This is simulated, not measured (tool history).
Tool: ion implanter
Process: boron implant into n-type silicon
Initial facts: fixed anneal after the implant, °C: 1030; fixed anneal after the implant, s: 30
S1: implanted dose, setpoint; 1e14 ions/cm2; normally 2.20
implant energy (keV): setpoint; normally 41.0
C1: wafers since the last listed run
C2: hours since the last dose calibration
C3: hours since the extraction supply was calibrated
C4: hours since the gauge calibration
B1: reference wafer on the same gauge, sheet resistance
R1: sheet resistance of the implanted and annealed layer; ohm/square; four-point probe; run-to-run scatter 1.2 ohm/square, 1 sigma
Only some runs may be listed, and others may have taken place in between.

{"run": 1, "hour": 0.0, "S1": 2.2, "implant energy (keV)": 41.0, "C1": 0, "C2": 1308.4, "C3": 387.2, "C4": 2509.8, "B1": 468.15, "R1": 391.75}
{"hour": 48.0, "done": "Faraday cup replaced and dose calibrated"}
{"run": 2, "hour": 64.2, "S1": 2.2, "implant energy (keV)": 41.0, "C1": 824, "C2": 16.2, "C3": 451.4, "C4": 2574.0, "B1": 467.87, "R1": 396.32}
{"run": 3, "hour": 297.1, "S1": 2.2, "implant energy (keV)": 52.5, "C1": 3415, "C2": 249.1, "C3": 684.3, "C4": 2806.9, "B1": 468.27, "R1": 380.85}
{"run": 4, "hour": 401.8, "S1": 2.2, "implant energy (keV)": 41.0, "C1": 1535, "C2": 353.8, "C3": 789.0, "C4": 2911.6, "B1": 467.97, "R1": 392.78}
{"run": 5, "hour": 501.3, "S1": 2.2, "implant energy (keV)": 41.0, "C1": 1459, "C2": 453.3, "C3": 888.5, "C4": 3011.1, "B1": 467.9, "R1": 393.76}
{"run": 6, "hour": 606.8, "S1": 2.2, "implant energy (keV)": 41.0, "C1": 1547, "C2": 558.8, "C3": 994.0, "C4": 3116.6, "B1": 467.85, "R1": 390.88}
{"run": 7, "hour": 665.8, "S1": 2.2, "implant energy (keV)": 41.0, "C1": 865, "C2": 617.8, "C3": 1053.0, "C4": 3175.6, "B1": 467.96, "R1": 391.87}
{"run": 8, "hour": 817.4, "S1": 2.2, "implant energy (keV)": 41.0, "C1": 2223, "C2": 769.4, "C3": 1204.6, "C4": 3327.2, "B1": 468.2, "R1": 392.75}
{"run": 9, "hour": 887.9, "S1": 2.2, "implant energy (keV)": 41.0, "C1": 1033, "C2": 839.9, "C3": 1275.1, "C4": 3397.7, "B1": 467.91, "R1": 389.03}
{"run": 10, "hour": 955.5, "S1": 2.2, "implant energy (keV)": 41.0, "C1": 991, "C2": 907.5, "C3": 1342.7, "C4": 3465.3, "B1": 467.95, "R1": 391.88}
{"run": 11, "hour": 1062.3, "S1": 1.97, "implant energy (keV)": 41.0, "C1": 1566, "C2": 1014.3, "C3": 1449.5, "C4": 3572.1, "B1": 467.69, "R1": 425.78}
{"run": 12, "hour": 1125.0, "S1": 1.97, "implant energy (keV)": 41.0, "C1": 919, "C2": 1077.0, "C3": 1512.2, "C4": 3634.8, "B1": 467.83, "R1": 424.66}
{"run": 13, "hour": 1221.2, "S1": 2.81, "implant energy (keV)": 52.0, "C1": 1410, "C2": 1173.2, "C3": 1608.4, "C4": 3731.0, "B1": 467.45, "R1": 312.6}
{"run": 14, "hour": 1310.0, "S1": 1.56, "implant energy (keV)": 44.5, "C1": 1302, "C2": 1262.0, "C3": 1697.2, "C4": 3819.8, "B1": 468.04, "R1": 500.02}
{"hour": 1357.5, "done": "Faraday cup replaced and dose calibrated"}
{"run": 15, "hour": 1414.2, "S1": 2.2, "implant energy (keV)": 41.0, "C1": 1410, "C2": 56.7, "C3": 1801.4, "C4": 3924.0, "B1": 467.51, "R1": 398.63}
{"run": 16, "hour": 1468.0, "S1": 2.66, "implant energy (keV)": 41.0, "C1": 789, "C2": 110.5, "C3": 1855.2, "C4": 3977.8, "B1": 468.16, "R1": 342.83}
{"run": 17, "hour": 1504.0, "S1": 1.78, "implant energy (keV)": 54.5, "C1": 527, "C2": 146.5, "C3": 1891.2, "C4": 4013.8, "B1": 468.29, "R1": 447.16}
{"hour": 1516.4, "done": "gauge calibrated"}
{"hour": 1550.3, "done": "extraction supply calibrated"}
{"run": 18, "hour": 1563.0, "S1": 2.81, "implant energy (keV)": 52.0, "C1": 747, "C2": 205.5, "C3": 12.7, "C4": 46.6, "B1": 468.36, "R1": 317.24}
{"run": 19, "hour": 1653.9, "S1": 1.85, "implant energy (keV)": 34.0, "C1": 1333, "C2": 296.4, "C3": 103.6, "C4": 137.5, "B1": 467.91, "R1": 464.79}
{"run": 20, "hour": 1717.0, "S1": 2.52, "implant energy (keV)": 41.0, "C1": 925, "C2": 359.5, "C3": 166.7, "C4": 200.6, "B1": 468.21, "R1": 352.06}
{"run": 21, "hour": 1819.5, "S1": 2.51, "implant energy (keV)": 46.0, "C1": 1503, "C2": 462.0, "C3": 269.2, "C4": 303.1, "B1": 467.95, "R1": 349.25}
{"run": 22, "hour": 1894.2, "S1": 1.57, "implant energy (keV)": 50.5, "C1": 1095, "C2": 536.7, "C3": 343.9, "C4": 377.8, "B1": 468.12, "R1": 491.95}
{"run": 23, "hour": 1980.7, "S1": 1.79, "implant energy (keV)": 41.0, "C1": 1268, "C2": 623.2, "C3": 430.4, "C4": 464.3, "B1": 468.24, "R1": 458.22}
{"run": 24, "hour": 2017.5, "S1": 2.2, "implant energy (keV)": 48.5, "C1": 539, "C2": 660.0, "C3": 467.2, "C4": 501.1, "B1": 467.73, "R1": 382.09}
{"run": 25, "hour": 2122.4, "S1": 2.51, "implant energy (keV)": 53.0, "C1": 1538, "C2": 764.9, "C3": 572.1, "C4": 606.0, "B1": 467.89, "R1": 341.29}
{"run": 26, "hour": 2225.3, "S1": 2.2, "implant energy (keV)": 41.0, "C1": 1509, "C2": 867.8, "C3": 675.0, "C4": 708.9, "B1": 467.86, "R1": 390.44}
{"run": 27, "hour": 2313.4, "S1": 2.2, "implant energy (keV)": 50.0, "C1": 1292, "C2": 955.9, "C3": 763.1, "C4": 797.0, "B1": 467.71, "R1": 380.45}
{"run": 28, "hour": 2353.1, "S1": 1.71, "implant energy (keV)": 41.0, "C1": 582, "C2": 995.6, "C3": 802.8, "C4": 836.7, "B1": 468.21, "R1": 478.12}
{"run": 29, "hour": 2434.9, "S1": 2.2, "implant energy (keV)": 41.0, "C1": 1199, "C2": 1077.4, "C3": 884.6, "C4": 918.5, "B1": 467.92, "R1": 390.17}
{"run": 30, "hour": 2497.5, "S1": 1.73, "implant energy (keV)": 51.0, "C1": 918, "C2": 1140.0, "C3": 947.2, "C4": 981.1, "B1": 467.62, "R1": 456.43}
{"run": 31, "hour": 2604.0, "S1": 2.42, "implant energy (keV)": 32.5, "C1": 1561, "C2": 1246.5, "C3": 1053.7, "C4": 1087.6, "B1": 468.04, "R1": 370.57}
{"hour": 2645.5, "done": "Faraday cup replaced and dose calibrated"}
{"run": 32, "hour": 2652.1, "S1": 1.73, "implant energy (keV)": 53.5, "C1": 588, "C2": 6.6, "C3": 1101.8, "C4": 1135.7, "B1": 468.11, "R1": 458.19}
{"run": 33, "hour": 2749.3, "S1": 2.2, "implant energy (keV)": 41.0, "C1": 1425, "C2": 103.8, "C3": 1199.0, "C4": 1232.9, "B1": 467.69, "R1": 396.31}
{"run": 34, "hour": 2832.6, "S1": 1.55, "implant energy (keV)": 45.0, "C1": 1221, "C2": 187.1, "C3": 1282.3, "C4": 1316.2, "B1": 467.81, "R1": 506.92}
{"run": 35, "hour": 2907.7, "S1": 2.2, "implant energy (keV)": 41.0, "C1": 1101, "C2": 262.2, "C3": 1357.4, "C4": 1391.3, "B1": 467.51, "R1": 397.4}
{"run": 36, "hour": 3097.8, "S1": 2.47, "implant energy (keV)": 33.5, "C1": 2788, "C2": 452.3, "C3": 1547.5, "C4": 1581.4, "B1": 467.89, "R1": 365.09}

Branching from run 36: 5 alternative next runs. What would each branch give?
{"run": "A", "hour": 3098.2, "S1": 2.2, "implant energy (keV)": 41.0, "C1": 5, "C2": 452.7, "C3": 1547.9, "C4": 1581.8, "B1": "?", "R1": "?"}
{"run": "B", "hour": 3098.2, "S1": 1.79, "implant energy (keV)": 47.5, "C1": 5, "C2": 452.7, "C3": 1547.9, "C4": 1581.8, "B1": "?", "R1": "?"}
{"run": "C", "hour": 3098.2, "S1": 2.58, "implant energy (keV)": 29.5, "C1": 5, "C2": 452.7, "C3": 1547.9, "C4": 1581.8, "B1": "?", "R1": "?"}
{"run": "D", "hour": 3098.2, "S1": 1.74, "implant energy (keV)": 53.0, "C1": 5, "C2": 452.7, "C3": 1547.9, "C4": 1581.8, "B1": "?", "R1": "?"}
{"run": "E", "hour": 3098.2, "S1": 1.88, "implant energy (keV)": 27.0, "C1": 5, "C2": 452.7, "C3": 1547.9, "C4": 1581.8, "B1": "?", "R1": "?"}

run=A B1=468.06 R1=393.28
run=B B1=468.06 R1=450.42
run=C B1=468.06 R1=360.53
run=D B1=468.06 R1=452.23
run=E B1=468.06 R1=469.23
The same runs, with their run-to-run variation unchanged, on a tool lacking any hidden condition would have given:
run=A R1=400.10
run=B R1=457.93
run=C R1=367.06
run=D R1=459.69
run=E R1=477.58
